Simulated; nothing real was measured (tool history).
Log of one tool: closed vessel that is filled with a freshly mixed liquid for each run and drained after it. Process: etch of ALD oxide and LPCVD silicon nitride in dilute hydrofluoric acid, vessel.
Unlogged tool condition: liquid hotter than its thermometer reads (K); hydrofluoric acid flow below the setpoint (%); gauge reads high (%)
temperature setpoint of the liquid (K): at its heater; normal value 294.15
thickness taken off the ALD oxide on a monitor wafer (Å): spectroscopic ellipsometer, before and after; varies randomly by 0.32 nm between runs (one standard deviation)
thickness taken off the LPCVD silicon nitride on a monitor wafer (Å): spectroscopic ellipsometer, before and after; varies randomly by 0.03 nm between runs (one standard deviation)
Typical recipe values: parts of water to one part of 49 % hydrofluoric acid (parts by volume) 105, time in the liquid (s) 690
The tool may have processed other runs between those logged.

run,hour,temperature setpoint of the liquid (K),parts of water to one part of 49 % hydrofluoric acid (parts by volume),time in the liquid (s),wafers since the last listed run,hours since the thermometer was replaced,hours since the hydrofluoric acid flow meter was replaced,hours since the gauge calibration,"read-back film thickness of the ALD oxide reference wafer, read on the same gauge (nm)","read-back film thickness of the LPCVD silicon nitride reference wafer, read on the same gauge (nm)",thickness taken off the ALD oxide on a monitor wafer (Å),thickness taken off the LPCVD silicon nitride on a monitor wafer (Å)
1,0.0,294.15,105,690,0,2440.8,1268.2,512.7,38.70,67.767,562.1,25.34
2,68.8,294.15,105,690,6186,2509.6,1337.0,581.5,38.68,67.676,566.0,25.52
3,122.2,294.15,105,690,4802,2563.0,1390.4,634.9,38.63,67.635,567.8,25.13
# hour 187.5: gauge calibrated
4,211.5,294.15,105,690,8030,2652.3,1479.7,24.0,39.99,69.979,582.8,25.74
5,277.0,294.15,140,690,5890,2717.8,1545.2,89.5,39.70,69.551,419.1,19.17
6,318.2,294.15,70,690,3704,2759.0,1586.4,130.7,39.61,69.292,908.5,38.01
7,406.2,294.15,70,690,7913,2847.0,1674.4,218.7,39.36,68.878,899.9,37.43
8,481.2,294.15,70,690,6744,2922.0,1749.4,293.7,39.21,68.635,898.1,37.32
# hour 513.8: hydrofluoric acid flow meter replaced
9,550.7,294.15,105,690,6159,2991.5,36.9,363.2,39.13,68.497,569.7,25.13
# hour 820.8: thermometer replaced
10,849.2,294.15,75,290,26753,28.4,335.4,661.7,38.94,68.101,347.9,14.57
# hour 881.4: gauge calibrated
11,901.3,290.65,105,690,4685,80.5,387.5,19.9,39.66,69.390,495.5,20.17
12,947.9,294.15,105,690,4190,127.1,434.1,66.5,39.45,69.040,577.4,25.31
13,985.4,292.15,125,565,3372,164.6,471.6,104.0,39.30,68.756,358.6,15.18
14,1026.1,294.15,105,690,3660,205.3,512.3,144.7,39.19,68.618,573.6,25.71
15,1081.5,291.65,145,290,4981,260.7,567.7,200.1,39.05,68.383,149.9,6.53
16,1125.6,294.15,105,855,3965,304.8,611.8,244.2,38.97,68.206,713.3,31.15
17,1172.8,294.15,105,690,4244,352.0,659.0,291.4,38.88,68.033,566.9,24.67
18,1228.7,291.65,65,540,5026,407.9,714.9,347.3,38.77,67.933,668.4,26.62

Below, each run's measurement less what the same run would have read without the hidden state. Both values contain the same run-to-run variation, but the gauge's scatter may not be the same in both:
run,thickness taken off the ALD oxide on a monitor wafer (Å),thickness taken off the LPCVD silicon nitride on a monitor wafer (Å)
1,-18.7,-0.84
2,-19.4,-0.87
3,-19.8,-0.88
4,-0.2,-0.01
5,-2.9,-0.13
6,-9.4,-0.39
7,-14.5,-0.60
8,-17.7,-0.74
9,-12.6,-0.56
10,-9.6,-0.40
11,-4.2,-0.17
12,-7.9,-0.35
13,-6.2,-0.27
14,-11.7,-0.52
15,-3.7,-0.16
16,-18.9,-0.83
17,-16.3,-0.71
18,-20.7,-0.83
